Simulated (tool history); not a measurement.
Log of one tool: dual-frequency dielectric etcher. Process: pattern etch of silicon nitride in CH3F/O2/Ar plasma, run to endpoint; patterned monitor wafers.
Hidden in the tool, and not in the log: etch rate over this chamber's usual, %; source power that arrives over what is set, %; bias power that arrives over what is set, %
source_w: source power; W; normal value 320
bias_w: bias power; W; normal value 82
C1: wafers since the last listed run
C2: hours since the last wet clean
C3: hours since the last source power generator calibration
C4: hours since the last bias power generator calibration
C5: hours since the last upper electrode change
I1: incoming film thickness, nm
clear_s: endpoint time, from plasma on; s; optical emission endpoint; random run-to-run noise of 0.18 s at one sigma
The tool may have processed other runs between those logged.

run 1 day=0.000 | source_w=320 bias_w=82 | C1=0 C2=68.6 C3=1066.7 C4=1882.4 C5=3900.8 | I1=31.82 | clear_s=49.4
run 2 day=2.117 | source_w=320 bias_w=82 | C1=595 C2=119.4 C3=1117.5 C4=1933.2 C5=3951.6 | I1=32.04 | clear_s=50.1
run 3 day=3.342 | source_w=300 bias_w=69 | C1=344 C2=148.8 C3=1146.9 C4=1962.6 C5=3981.0 | I1=31.72 | clear_s=53.4
run 4 day=5.058 | source_w=300 bias_w=69 | C1=482 C2=190.0 C3=1188.1 C4=2003.8 C5=4022.2 | I1=31.62 | clear_s=53.5
run 5 day=7.946 | source_w=300 bias_w=69 | C1=811 C2=259.3 C3=1257.4 C4=2073.1 C5=4091.5 | I1=31.56 | clear_s=54.2
run 6 day=13.408 | source_w=320 bias_w=82 | C1=1535 C2=390.4 C3=1388.5 C4=2204.2 C5=4222.6 | I1=31.69 | clear_s=50.6
-- day=15.554 wet clean of the chamber
run 7 day=15.575 | source_w=320 bias_w=82 | C1=327 C2=0.5 C3=1440.5 C4=2256.2 C5=4274.6 | I1=31.56 | clear_s=49.4
run 8 day=16.467 | source_w=320 bias_w=82 | C1=250 C2=21.9 C3=1461.9 C4=2277.6 C5=4296.0 | I1=31.71 | clear_s=49.2
run 9 day=19.283 | source_w=320 bias_w=82 | C1=791 C2=89.5 C3=1529.5 C4=2345.2 C5=4363.6 | I1=31.86 | clear_s=49.6
run 10 day=22.142 | source_w=320 bias_w=82 | C1=803 C2=158.1 C3=1598.1 C4=2413.8 C5=4432.2 | I1=31.67 | clear_s=49.7
run 11 day=24.650 | source_w=320 bias_w=82 | C1=705 C2=218.3 C3=1658.3 C4=2474.0 C5=4492.4 | I1=31.78 | clear_s=49.9
run 12 day=26.683 | source_w=320 bias_w=82 | C1=571 C2=267.1 C3=1707.1 C4=2522.8 C5=4541.2 | I1=32.00 | clear_s=50.6
run 13 day=29.333 | source_w=270 bias_w=82 | C1=744 C2=330.7 C3=1770.7 C4=2586.4 C5=4604.8 | I1=31.90 | clear_s=54.0
run 14 day=31.921 | source_w=350 bias_w=64 | C1=727 C2=392.8 C3=1832.8 C4=2648.5 C5=4666.9 | I1=31.91 | clear_s=53.5
-- day=34.296 upper electrode replaced
-- day=34.625 wet clean of the chamber
run 15 day=34.646 | source_w=260 bias_w=74 | C1=393 C2=0.5 C3=1898.2 C4=2713.9 C5=8.4 | I1=31.46 | clear_s=54.7
run 16 day=35.938 | source_w=350 bias_w=99 | C1=363 C2=31.5 C3=1929.2 C4=2744.9 C5=39.4 | I1=32.12 | clear_s=45.7
-- day=37.542 bias power generator calibrated
run 17 day=38.508 | source_w=320 bias_w=95 | C1=675 C2=93.2 C3=1990.9 C4=23.2 C5=101.1 | I1=31.96 | clear_s=47.7
run 18 day=41.083 | source_w=250 bias_w=66 | C1=723 C2=155.0 C3=2052.7 C4=85.0 C5=162.9 | I1=31.91 | clear_s=59.1
run 19 day=42.962 | source_w=350 bias_w=67 | C1=528 C2=200.1 C3=2097.8 C4=130.1 C5=208.0 | I1=31.72 | clear_s=52.2
run 20 day=45.583 | source_w=320 bias_w=82 | C1=736 C2=263.0 C3=2160.7 C4=193.0 C5=270.9 | I1=31.43 | clear_s=50.1
-- day=47.083 source power generator calibrated
run 21 day=47.104 | source_w=260 bias_w=96 | C1=380 C2=299.5 C3=0.5 C4=229.5 C5=307.4 | I1=31.91 | clear_s=50.8
run 22 day=49.492 | source_w=350 bias_w=63 | C1=671 C2=356.8 C3=57.8 C4=286.8 C5=364.7 | I1=31.80 | clear_s=52.8
run 23 day=51.521 | source_w=280 bias_w=99 | C1=570 C2=405.5 C3=106.5 C4=335.5 C5=413.4 | I1=31.92 | clear_s=49.7
run 24 day=53.833 | source_w=320 bias_w=82 | C1=650 C2=461.0 C3=162.0 C4=391.0 C5=468.9 | I1=31.96 | clear_s=50.6
run 25 day=55.029 | source_w=250 bias_w=65 | C1=336 C2=489.7 C3=190.7 C4=419.7 C5=497.6 | I1=31.78 | clear_s=59.4
-- day=56.350 wet clean of the chamber
run 26 day=56.446 | source_w=250 bias_w=98 | C1=117 C2=2.3 C3=224.7 C4=453.7 C5=531.6 | I1=31.78 | clear_s=49.9
run 27 day=58.788 | source_w=320 bias_w=91 | C1=658 C2=58.5 C3=280.9 C4=509.9 C5=587.8 | I1=31.60 | clear_s=47.1
run 28 day=60.371 | source_w=370 bias_w=99 | C1=445 C2=96.5 C3=318.9 C4=547.9 C5=625.8 | I1=31.72 | clear_s=43.6
run 29 day=63.162 | source_w=280 bias_w=98 | C1=784 C2=163.5 C3=385.9 C4=614.9 C5=692.8 | I1=32.04 | clear_s=49.0
run 30 day=64.342 | source_w=320 bias_w=82 | C1=331 C2=191.8 C3=414.2 C4=643.2 C5=721.1 | I1=31.84 | clear_s=49.5
run 31 day=66.029 | source_w=320 bias_w=82 | C1=474 C2=232.3 C3=454.7 C4=683.7 C5=761.6 | I1=31.88 | clear_s=50.0
run 32 day=67.562 | source_w=320 bias_w=82 | C1=431 C2=269.1 C3=491.5 C4=720.5 C5=798.4 | I1=31.92 | clear_s=49.7
run 33 day=69.825 | source_w=250 bias_w=92 | C1=636 C2=323.4 C3=545.8 C4=774.8 C5=852.7 | I1=31.87 | clear_s=52.0
run 34 day=72.338 | source_w=360 bias_w=93 | C1=706 C2=383.7 C3=606.1 C4=835.1 C5=913.0 | I1=31.75 | clear_s=45.9
run 35 day=73.529 | source_w=370 bias_w=72 | C1=334 C2=412.3 C3=634.7 C4=863.7 C5=941.6 | I1=31.92 | clear_s=49.9

Below are 4 alternative next runs, each starting from the tool's condition after run 35. Predict each:
run A day=73.546 | source_w=320 bias_w=97 | C1=4 C2=412.7 C3=635.1 C4=864.1 C5=942.0 | I1=31.77 | clear_s=?
run B day=73.546 | source_w=250 bias_w=73 | C1=4 C2=412.7 C3=635.1 C4=864.1 C5=942.0 | I1=31.77 | clear_s=?
run C day=73.546 | source_w=300 bias_w=82 | C1=4 C2=412.7 C3=635.1 C4=864.1 C5=942.0 | I1=31.77 | clear_s=?
run D day=73.546 | source_w=240 bias_w=98 | C1=4 C2=412.7 C3=635.1 C4=864.1 C5=942.0 | I1=31.77 | clear_s=?

run=A clear_s=47.5
run=B clear_s=57.1
run=C clear_s=51.5
run=D clear_s=52.2
With no hidden state in the tool, these same runs would have given:
run=A clear_s=46.3
run=B clear_s=55.6
run=C clear_s=50.2
run=D clear_s=50.9

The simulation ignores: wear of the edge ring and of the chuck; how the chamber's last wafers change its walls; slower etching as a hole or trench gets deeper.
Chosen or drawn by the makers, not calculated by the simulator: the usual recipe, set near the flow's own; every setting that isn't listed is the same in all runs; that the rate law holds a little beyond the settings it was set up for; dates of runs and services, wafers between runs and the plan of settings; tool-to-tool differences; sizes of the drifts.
